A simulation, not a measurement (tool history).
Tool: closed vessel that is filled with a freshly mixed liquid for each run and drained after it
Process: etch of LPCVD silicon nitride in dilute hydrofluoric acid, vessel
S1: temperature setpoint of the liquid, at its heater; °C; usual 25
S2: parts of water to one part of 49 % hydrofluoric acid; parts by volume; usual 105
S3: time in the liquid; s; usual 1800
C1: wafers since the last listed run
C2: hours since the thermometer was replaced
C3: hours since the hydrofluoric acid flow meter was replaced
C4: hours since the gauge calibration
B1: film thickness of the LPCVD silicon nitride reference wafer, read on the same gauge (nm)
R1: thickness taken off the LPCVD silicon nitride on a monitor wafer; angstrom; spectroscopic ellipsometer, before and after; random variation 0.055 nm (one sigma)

run	hour	S1	S2	S3	C1	C2	C3	C4	B1	R1
1	0	25	105	1800	0	1513.1	1887.2	264.1	140	97.6
2	32.9	25	105	1800	1818	1546	1920.1	297	139.99	98.9
3	69.1	25	105	1800	2000	1582.2	1956.3	333.2	140	97.8
4	134.2	25	120	1800	3597	1647.3	2021.4	398.3	139.96	85.6
5	164.9	25	105	1800	1696	1678	2052.1	429	140.04	97.8
6	192.9	25	105	1800	1547	1706	2080.1	457	139.98	98.2
7	350.1	25	105	1800	8688	1863.2	2237.3	614.2	140.04	98
# hour 355.8: hydrofluoric acid flow meter replaced
8	411.3	21.5	105	1800	3327	1924.4	55.5	675.4	140.01	78.2
9	481.9	21.5	105	1800	3901	1995	126.1	746	140.02	79
10	506.7	25	105	2510	1370	2019.8	150.9	770.8	140.02	138
11	562.9	25	105	1800	3106	2076	207.1	827	139.96	99.9
12	634	20	155	1800	3929	2147.1	278.2	898.1	139.97	48.7
# hour 683.4: gauge calibrated
# hour 766.2: thermometer replaced
13	780.9	26.5	65	1305	8063	14.7	425.1	97.5	140	121.1
14	825.6	25	135	1800	2470	59.4	469.8	142.2	140.02	72.3
15	867.8	28	65	1800	2332	101.6	512	184.4	140.03	185.1
16	896.3	25	65	1340	1575	130.1	540.5	212.9	139.97	111.7
17	938.5	25	105	1800	2332	172.3	582.7	255.1	140.01	93.2
18	986.7	25	105	1800	2663	220.5	630.9	303.3	140.01	93.4

Forecast each of these 4 alternatives for the next run:
A	987.9	25	105	1800	66	221.7	632.1	304.5	?	?
B	987.9	29	140	2705	66	221.7	632.1	304.5	?	?
C	987.9	25	80	1335	66	221.7	632.1	304.5	?	?
D	987.9	28.5	105	1800	66	221.7	632.1	304.5	?	?

run	B1	R1
A	140	94.7
B	140	137.7
C	140	91.9
D	140	118.6
Without the tool's hidden state the same runs would have given:
run	R1
A	93.8
B	136.5
C	91.1
D	117.5
